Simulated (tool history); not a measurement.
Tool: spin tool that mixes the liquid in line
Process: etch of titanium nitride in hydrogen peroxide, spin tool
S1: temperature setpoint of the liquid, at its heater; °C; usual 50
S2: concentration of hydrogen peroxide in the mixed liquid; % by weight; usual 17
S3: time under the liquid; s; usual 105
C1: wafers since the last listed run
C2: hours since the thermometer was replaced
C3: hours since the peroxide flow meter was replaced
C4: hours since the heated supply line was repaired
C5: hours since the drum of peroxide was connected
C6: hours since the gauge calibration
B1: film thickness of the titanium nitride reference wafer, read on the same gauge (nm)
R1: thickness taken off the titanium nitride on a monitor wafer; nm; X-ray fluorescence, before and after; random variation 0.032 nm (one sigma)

| run | hour | S1 | S2 | S3 | C1 | C2 | C3 | C4 | C5 | C6 | B1 | R1 |
|---|---|---|---|---|---|---|---|---|---|---|---|---|
| 1 | 0 | 50 | 13 | 105 | 0 | 485.7 | 135.8 | 2525.5 | 135 | 1053.8 | 59.975 | 4.02 |
|  | 20.8 | heated supply line repaired |
| 2 | 21.3 | 43 | 15 | 105 | 215 | 507 | 157.1 | 0.5 | 156.3 | 1075.1 | 59.992 | 2.853 |
|  | 34.2 | thermometer replaced |
| 3 | 39.3 | 43 | 15 | 105 | 180 | 5.1 | 175.1 | 18.5 | 174.3 | 1093.1 | 59.974 | 2.818 |
| 4 | 73.8 | 43 | 15 | 105 | 366 | 39.6 | 209.6 | 53 | 208.8 | 1127.6 | 59.987 | 2.871 |
| 5 | 86.1 | 58.5 | 21 | 75 | 130 | 51.9 | 221.9 | 65.3 | 221.1 | 1139.9 | 59.994 | 6.704 |
| 6 | 106.6 | 50 | 17 | 105 | 217 | 72.4 | 242.4 | 85.8 | 241.6 | 1160.4 | 60.009 | 4.923 |
| 7 | 135.1 | 50 | 12 | 55 | 302 | 100.9 | 270.9 | 114.3 | 270.1 | 1188.9 | 60.022 | 2.392 |
|  | 156.1 | gauge calibrated |
| 8 | 161 | 55 | 15.5 | 85 | 274 | 126.8 | 296.8 | 140.2 | 296 | 4.9 | 60.003 | 5.539 |
| 9 | 180.4 | 56 | 14 | 75 | 205 | 146.2 | 316.2 | 159.6 | 315.4 | 24.3 | 59.98 | 5.151 |
| 10 | 213.8 | 43.5 | 18.5 | 105 | 354 | 179.6 | 349.6 | 193 | 348.8 | 57.7 | 59.975 | 3.093 |
| 11 | 245.9 | 50 | 17 | 105 | 340 | 211.7 | 381.7 | 225.1 | 380.9 | 89.8 | 59.999 | 4.851 |
| 12 | 279.9 | 50 | 17 | 105 | 360 | 245.7 | 415.7 | 259.1 | 414.9 | 123.8 | 59.979 | 4.867 |
| 13 | 303 | 50 | 15.5 | 80 | 245 | 268.8 | 438.8 | 282.2 | 438 | 146.9 | 60.017 | 3.631 |
| 14 | 317.1 | 50 | 17 | 105 | 149 | 282.9 | 452.9 | 296.3 | 452.1 | 161 | 59.993 | 4.877 |
| 15 | 369.7 | 50 | 17 | 105 | 558 | 335.5 | 505.5 | 348.9 | 504.7 | 213.6 | 60.029 | 4.825 |
| 16 | 396.2 | 57.5 | 17 | 105 | 281 | 362 | 532 | 375.4 | 531.2 | 240.1 | 59.987 | 8.172 |
| 17 | 422.2 | 50 | 19 | 85 | 275 | 388 | 558 | 401.4 | 557.2 | 266.1 | 59.999 | 4.017 |
| 18 | 452.9 | 50 | 17 | 105 | 325 | 418.7 | 588.7 | 432.1 | 587.9 | 296.8 | 59.982 | 4.819 |
| 19 | 479.1 | 45 | 19 | 40 | 278 | 444.9 | 614.9 | 458.3 | 614.1 | 323 | 60.006 | 1.3 |
| 20 | 495.7 | 40.5 | 17 | 140 | 176 | 461.5 | 631.5 | 474.9 | 630.7 | 339.6 | 59.994 | 3.16 |
| 21 | 520.3 | 50 | 21 | 105 | 261 | 486.1 | 656.1 | 499.5 | 655.3 | 364.2 | 59.998 | 5.018 |
| 22 | 534.2 | 41 | 17 | 150 | 147 | 500 | 670 | 513.4 | 669.2 | 378.1 | 59.973 | 3.527 |
| 23 | 552.9 | 50 | 17 | 105 | 198 | 518.7 | 688.7 | 532.1 | 687.9 | 396.8 | 60.002 | 4.824 |
| 24 | 588.7 | 53.5 | 17 | 45 | 380 | 554.5 | 724.5 | 567.9 | 723.7 | 432.6 | 59.963 | 2.598 |
|  | 601.1 | thermometer replaced |
| 25 | 601.6 | 45.5 | 19.5 | 145 | 126 | 0.5 | 737.4 | 580.8 | 736.6 | 445.5 | 60.02 | 4.877 |

Hidden state or all else? Some run-to-run changes of R1, split into what the settings, what came in and random variation would give without the hidden state, and what is left for the hidden state (with any gauge scatter that isn't in both results):
The hidden state here: liquid colder than its thermometer reads (K); peroxide flow below the setpoint (%); temperature lost on the way to the wafer (K); peroxide weaker than its label (%); gauge reads high (%).
Run 1 -> 2: S1 50 -> 43, S2 13 -> 15, heated supply line repaired. R1 -1.167 nm: hidden state +0.591, all else -1.758.
Run 4 -> 5: S1 43 -> 58.5, S2 15 -> 21, S3 105 -> 75. R1 +3.833 nm: hidden state -0.027, all else +3.86.
Run 16 -> 17: S1 57.5 -> 50, S2 17 -> 19, S3 105 -> 85. R1 -4.155 nm: hidden state +0.088, all else -4.243.
Run 18 -> 19: S1 50 -> 45, S2 17 -> 19, S3 105 -> 40. R1 -3.519 nm: hidden state +0.098, all else -3.617.
